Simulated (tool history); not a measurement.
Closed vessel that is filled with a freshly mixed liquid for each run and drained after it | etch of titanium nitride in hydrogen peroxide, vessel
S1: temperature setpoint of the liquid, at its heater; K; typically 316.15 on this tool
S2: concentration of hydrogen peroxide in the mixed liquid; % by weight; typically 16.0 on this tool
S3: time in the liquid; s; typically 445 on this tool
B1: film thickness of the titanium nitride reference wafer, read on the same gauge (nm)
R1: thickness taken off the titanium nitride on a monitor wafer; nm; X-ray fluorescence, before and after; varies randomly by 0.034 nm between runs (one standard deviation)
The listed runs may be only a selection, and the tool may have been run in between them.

run     day      S1    S2   S3      B1     R1
  1   0.000  316.15  12.5  445  141.93   8.66
      1.196  -- gauge calibrated
  2   2.304  319.15  19.5  445  140.25  11.72
  3   3.708  316.15  16.0  445  140.26   8.92
  4   5.254  316.15  16.0  445  140.26   8.96
  5   6.696  316.15  16.0  445  140.28   8.98
  6   9.442  312.65  16.0  445  140.30   6.84
  7  10.958  312.65  16.0  445  140.31   6.87
     13.200  -- peroxide flow meter replaced
  8  13.296  316.15  16.0  445  140.31   8.98
     15.808  -- new drum of peroxide connected
  9  15.967  316.15  16.0  445  140.37   8.97
 10  17.708  306.15  16.0  670  140.43   6.20
 11  19.417  316.15  12.5  650  140.45  12.52
 12  21.479  319.65  12.0  590  140.50  14.50
 13  24.200  316.15  19.5  325  140.56   6.82
 14  26.550  316.15  16.0  445  140.65   8.99
     27.842  -- thermometer replaced
 15  28.462  308.15  19.5  605  140.68   6.91
 16  30.521  311.65  13.0  515  140.78   7.09
 17  32.858  325.15  20.0  325  140.85  13.34
 18  35.167  316.15  14.5  655  140.96  12.88
     36.142  -- new drum of peroxide connected
 19  37.154  316.15  19.0  445  141.04   9.35
 20  40.033  323.15  18.5  210  141.16   7.42
 21  41.292  316.15  19.5  325  141.22   6.89
 22  43.550  325.65  17.5  585  141.34  24.30
 23  46.146  316.15  16.0  445  141.47   9.02
 24  47.892  316.15  16.0  445  141.57   9.08
 25  49.221  316.15  16.0  445  141.65   9.08
     51.433  -- peroxide flow meter replaced
 26  51.862  319.65  13.5  205  141.79   5.19
 27  53.946  308.15  12.5  445  141.92   4.64
 28  55.804  319.15  19.0  525  142.05  13.89
     57.146  -- new drum of peroxide connected
 29  58.067  316.15  16.0  445  142.19   9.06

Selected run-to-run steps in R1, each split into two signed amounts: the part the tool would show with no hidden state at all (from settings, incoming material and random variation), and the remainder, which goes to the hidden state together with any gauge scatter not common to the measured and the hidden-state-free results:
Hidden state present: liquid hotter than its thermometer reads (K); peroxide flow below the setpoint (%); peroxide weaker than its label (%); gauge reads high (%).
Run 21 -> 22: S1 316.15 -> 325.65, S2 19.5 -> 17.5, S3 325 -> 585. R1 +17.41 nm: hidden state +0.17, all else +17.24.
Run 22 -> 23: S1 325.65 -> 316.15, S2 17.5 -> 16.0, S3 585 -> 445. R1 -15.28 nm: hidden state -0.14, all else -15.14.
